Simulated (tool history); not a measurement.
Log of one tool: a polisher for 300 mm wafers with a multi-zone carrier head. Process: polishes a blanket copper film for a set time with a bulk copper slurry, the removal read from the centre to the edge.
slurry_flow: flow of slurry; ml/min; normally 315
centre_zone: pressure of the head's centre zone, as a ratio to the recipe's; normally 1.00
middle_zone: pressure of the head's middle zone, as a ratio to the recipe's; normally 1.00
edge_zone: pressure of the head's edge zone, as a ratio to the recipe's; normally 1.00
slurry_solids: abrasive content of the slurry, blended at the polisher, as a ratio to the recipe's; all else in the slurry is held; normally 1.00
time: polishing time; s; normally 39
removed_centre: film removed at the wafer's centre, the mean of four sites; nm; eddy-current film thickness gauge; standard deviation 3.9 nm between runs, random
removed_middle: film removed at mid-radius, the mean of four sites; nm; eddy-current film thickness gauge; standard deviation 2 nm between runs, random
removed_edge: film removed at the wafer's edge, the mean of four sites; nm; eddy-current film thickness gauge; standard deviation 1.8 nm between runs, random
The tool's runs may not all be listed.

run,day,slurry_flow,centre_zone,middle_zone,edge_zone,slurry_solids,time,"incoming thickness of the incoming film, nm",removed_centre,removed_middle,removed_edge
1,0.000,315,1.00,1.04,1.00,0.90,39,2764.8,272.5,272.4,281.2
2,3.533,225,1.00,0.95,1.00,1.00,39,2764.9,267.1,259.6,282.7
3,6.375,270,1.03,1.00,0.93,1.25,39,2826.4,290.6,280.5,288.3
4,7.896,315,1.00,0.91,1.00,1.30,39,2782.7,293.8,277.1,303.1
# day 10.692: centre zone pressure recalibrated
# day 12.354: slurry nozzle cleaned
# day 12.458: worn pad replaced by a new one
# day 20.579: edge zone pressure recalibrated
5,20.925,315,1.09,1.00,1.00,1.00,39,2786.2,297.9,276.7,287.6
6,24.571,315,1.00,1.11,1.00,1.00,39,2790.8,279.4,290.4,285.6
7,27.462,315,1.00,1.00,1.00,0.90,39,2762.6,276.5,268.4,280.8
# day 28.925: carrier head's membrane replaced by a new one
8,30.833,315,0.89,1.00,1.00,1.00,31,2776.8,203.0,218.6,226.5
9,34.775,315,1.00,1.10,1.00,0.85,39,2798.9,273.8,278.5,279.9
# day 37.904: worn pad replaced by a new one
# day 44.342: slurry nozzle cleaned
# day 47.075: centre zone pressure recalibrated
10,47.633,315,1.00,0.89,1.00,1.00,39,2786.8,282.1,262.1,287.0
11,49.379,315,1.07,1.00,1.00,1.00,39,2728.9,302.6,276.6,286.4
# day 53.129: edge zone pressure recalibrated
12,53.762,225,1.00,0.95,1.00,1.00,39,2745.7,268.7,257.1,279.6
13,57.471,315,1.04,1.03,1.00,1.00,39,2800.6,287.9,273.8,285.2
# day 59.662: carrier head's membrane replaced by a new one
14,61.908,225,1.00,1.00,1.09,1.00,39,2805.8,264.3,268.0,289.8
15,64.288,315,1.00,1.00,1.00,1.00,39,2824.1,289.7,274.3,285.1
# day 65.788: worn pad replaced by a new one
16,68.350,215,1.00,1.00,1.00,0.90,39,2750.6,263.5,259.1,273.6
17,71.771,245,0.94,1.00,1.00,0.70,39,2794.9,238.8,254.4,264.4
18,73.650,255,1.07,1.00,1.00,1.00,52,2768.7,388.6,355.6,375.0
# day 73.875: slurry nozzle cleaned
19,77.112,315,1.00,1.00,1.00,1.00,39,2780.1,283.7,273.2,285.1
20,78.921,235,1.00,1.00,1.00,1.00,35,2765.5,245.1,238.4,250.6

5 options for the next run, each taken on its own from the tool as it stands now. Forecast them:
A,78.938,315,1.00,1.00,1.00,1.00,39,2782.8,?,?,?
B,78.938,360,1.06,1.00,1.04,0.90,39,2782.8,?,?,?
C,78.938,315,1.08,1.00,1.00,1.00,39,2782.8,?,?,?
D,78.938,315,1.00,1.00,0.96,1.00,44,2782.8,?,?,?
E,78.938,315,1.00,1.00,1.00,1.00,45,2782.8,?,?,?

run,removed_centre,removed_middle,removed_edge
A,283.3,276.5,284.0
B,297.6,273.8,286.1
C,305.6,276.3,284.0
D,319.6,311.9,314.3
E,326.9,319.0,327.7
What these runs would have given with no unlogged condition in the tool:
run,removed_centre,removed_middle,removed_edge
A,283.3,276.5,284.0
B,297.6,273.8,286.1
C,305.6,276.3,284.0
D,319.6,311.9,314.3
E,326.9,319.0,327.7
